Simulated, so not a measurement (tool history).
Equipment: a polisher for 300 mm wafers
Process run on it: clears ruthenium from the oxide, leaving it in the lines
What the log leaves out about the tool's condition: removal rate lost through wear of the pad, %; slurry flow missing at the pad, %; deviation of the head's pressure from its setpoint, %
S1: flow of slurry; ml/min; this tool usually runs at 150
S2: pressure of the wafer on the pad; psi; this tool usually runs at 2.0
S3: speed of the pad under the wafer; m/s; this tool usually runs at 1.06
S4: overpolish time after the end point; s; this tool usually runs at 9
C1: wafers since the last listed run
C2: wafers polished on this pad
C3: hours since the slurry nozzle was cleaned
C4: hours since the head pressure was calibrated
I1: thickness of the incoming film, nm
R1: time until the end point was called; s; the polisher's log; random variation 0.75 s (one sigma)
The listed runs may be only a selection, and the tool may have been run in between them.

| run | hour | S1 | S2 | S3 | S4 | C1 | C2 | C3 | C4 | I1 | R1 |
|---|---|---|---|---|---|---|---|---|---|---|---|
| 1 | 0.0 | 150 | 2.4 | 1.36 | 9 | 0 | 452 | 93.9 | 118.4 | 130.9 | 53.5 |
| 2 | 57.1 | 150 | 2.0 | 1.06 | 9 | 308 | 761 | 151.0 | 175.5 | 130.0 | 81.4 |
| 3 | 113.9 | 150 | 2.0 | 1.06 | 9 | 307 | 1068 | 207.8 | 232.3 | 130.0 | 82.5 |
| 4 | 182.9 | 150 | 2.0 | 1.06 | 9 | 373 | 1441 | 276.8 | 301.3 | 131.0 | 82.8 |
| 5 | 245.1 | 150 | 2.0 | 1.06 | 5 | 336 | 1777 | 339.0 | 363.5 | 128.2 | 80.6 |
|  | 263.2 | worn pad replaced by a new one |
| 6 | 273.8 | 150 | 2.0 | 1.06 | 5 | 133 | 57 | 367.7 | 392.2 | 130.8 | 83.3 |
| 7 | 317.3 | 150 | 2.0 | 1.06 | 5 | 235 | 292 | 411.2 | 435.7 | 132.2 | 85.6 |
| 8 | 378.8 | 150 | 2.0 | 1.06 | 9 | 332 | 625 | 472.7 | 497.2 | 128.8 | 82.1 |
| 9 | 412.2 | 150 | 2.0 | 1.06 | 9 | 180 | 805 | 506.1 | 530.6 | 128.0 | 81.6 |
| 10 | 439.9 | 150 | 2.0 | 1.06 | 9 | 149 | 955 | 533.8 | 558.3 | 129.2 | 84.2 |
| 11 | 470.4 | 150 | 1.4 | 1.06 | 9 | 164 | 1120 | 564.3 | 588.8 | 130.4 | 119.7 |
| 12 | 523.6 | 150 | 1.4 | 1.06 | 9 | 287 | 1407 | 617.5 | 642.0 | 127.8 | 116.2 |
| 13 | 582.4 | 150 | 2.0 | 1.22 | 7 | 317 | 1725 | 676.3 | 700.8 | 131.0 | 73.7 |
| 14 | 618.5 | 150 | 2.0 | 1.22 | 7 | 195 | 1921 | 712.4 | 736.9 | 129.7 | 72.9 |
|  | 624.2 | slurry nozzle cleaned |
|  | 631.2 | head pressure recalibrated |
|  | 640.8 | worn pad replaced by a new one, of another model than before |
| 15 | 688.1 | 150 | 2.0 | 1.06 | 7 | 338 | 255 | 63.9 | 56.9 | 132.8 | 83.7 |
| 16 | 733.8 | 150 | 2.0 | 1.06 | 7 | 247 | 502 | 109.6 | 102.6 | 130.4 | 82.0 |
| 17 | 784.2 | 165 | 2.0 | 0.92 | 9 | 272 | 775 | 160.0 | 153.0 | 130.0 | 88.5 |
| 18 | 813.8 | 165 | 2.0 | 0.92 | 9 | 160 | 935 | 189.6 | 182.6 | 131.4 | 88.7 |
| 19 | 848.3 | 175 | 2.0 | 1.06 | 9 | 186 | 1121 | 224.1 | 217.1 | 128.5 | 78.2 |
| 20 | 919.1 | 150 | 2.0 | 1.06 | 9 | 382 | 1504 | 294.9 | 287.9 | 129.2 | 81.6 |
| 21 | 947.2 | 125 | 1.6 | 1.06 | 14 | 151 | 1656 | 323.0 | 316.0 | 132.6 | 105.2 |
| 22 | 991.9 | 150 | 2.0 | 1.06 | 9 | 241 | 1897 | 367.7 | 360.7 | 130.2 | 84.1 |
| 23 | 1029.1 | 150 | 1.4 | 0.76 | 9 | 201 | 2099 | 404.9 | 397.9 | 129.2 | 130.7 |
|  | 1040.1 | worn pad replaced by a new one |
| 24 | 1062.5 | 115 | 2.4 | 1.06 | 10 | 158 | 120 | 438.3 | 431.3 | 130.8 | 83.1 |
| 25 | 1110.1 | 150 | 2.3 | 1.06 | 9 | 257 | 378 | 485.9 | 478.9 | 127.6 | 74.8 |
| 26 | 1137.9 | 150 | 2.6 | 0.70 | 8 | 150 | 528 | 513.7 | 506.7 | 129.9 | 92.3 |
| 27 | 1189.5 | 175 | 1.6 | 1.42 | 9 | 278 | 807 | 565.3 | 558.3 | 128.9 | 75.9 |
| 28 | 1256.9 | 150 | 2.0 | 1.22 | 7 | 364 | 1171 | 632.7 | 625.7 | 132.5 | 79.6 |
| 29 | 1286.5 | 150 | 2.3 | 1.20 | 9 | 160 | 1331 | 662.3 | 655.3 | 128.4 | 70.8 |
| 30 | 1322.5 | 120 | 1.6 | 1.18 | 13 | 194 | 1526 | 698.3 | 691.3 | 131.4 | 104.3 |
|  | 1368.0 | slurry nozzle cleaned |
|  | 1434.1 | worn pad replaced by a new one |
|  | 1469.8 | head pressure recalibrated |
| 31 | 1487.5 | 150 | 2.4 | 1.36 | 9 | 854 | 277 | 119.5 | 17.7 | 130.0 | 58.8 |
| 32 | 1537.6 | 150 | 2.0 | 1.06 | 9 | 270 | 548 | 169.6 | 67.8 | 129.4 | 82.4 |
| 33 | 1617.5 | 150 | 2.0 | 0.72 | 9 | 431 | 980 | 249.5 | 147.7 | 129.7 | 108.3 |
| 34 | 1652.6 | 180 | 2.2 | 0.80 | 5 | 189 | 1170 | 284.6 | 182.8 | 127.6 | 87.9 |
| 35 | 1691.9 | 150 | 2.0 | 1.06 | 9 | 212 | 1382 | 323.9 | 222.1 | 129.2 | 84.1 |
| 36 | 1739.8 | 150 | 2.0 | 1.06 | 9 | 258 | 1641 | 371.8 | 270.0 | 128.0 | 81.0 |
|  | 1786.0 | worn pad replaced by a new one |
| 37 | 1786.5 | 120 | 2.4 | 1.06 | 7 | 230 | 2 | 418.5 | 316.7 | 130.4 | 80.7 |
| 38 | 1811.2 | 150 | 2.0 | 1.06 | 9 | 133 | 136 | 443.2 | 341.4 | 132.0 | 86.0 |

Entry by entry between the runs, the difference in hidden state between the last listed run before and the first listed run after:
Between runs 5 and 6: worn pad replaced by a new one (hour 263.2)
  slurry flow missing at the pad, %: 9.6 -> 10.4
  the result without the hidden state subtracted from the measured one, R1: +1.7 -> +1.9 s
Between runs 14 and 15: slurry nozzle cleaned (hour 624.2); head pressure recalibrated (hour 631.2); worn pad replaced by a new one, of another model than before (hour 640.8)
  slurry flow missing at the pad, %: 19.8 -> 2.7
  the result without the hidden state subtracted from the measured one, R1: +3.4 -> +0.6 s
Between runs 23 and 24: worn pad replaced by a new one (hour 1040.1)
  slurry flow missing at the pad, %: 12 -> 13
  the result without the hidden state subtracted from the measured one, R1: +4.8 -> +4.9 s
Between runs 30 and 31: slurry nozzle cleaned (hour 1368.0); worn pad replaced by a new one (hour 1434.1); head pressure recalibrated (hour 1469.8)
  slurry flow missing at the pad, %: 20.1 -> 4.72
  the result without the hidden state subtracted from the measured one, R1: +10.0 -> +0.8 s
Between runs 36 and 37: worn pad replaced by a new one (hour 1786.0)
  slurry flow missing at the pad, %: 11.6 -> 12.9
  the result without the hidden state subtracted from the measured one, R1: +2.9 -> +4.4 s

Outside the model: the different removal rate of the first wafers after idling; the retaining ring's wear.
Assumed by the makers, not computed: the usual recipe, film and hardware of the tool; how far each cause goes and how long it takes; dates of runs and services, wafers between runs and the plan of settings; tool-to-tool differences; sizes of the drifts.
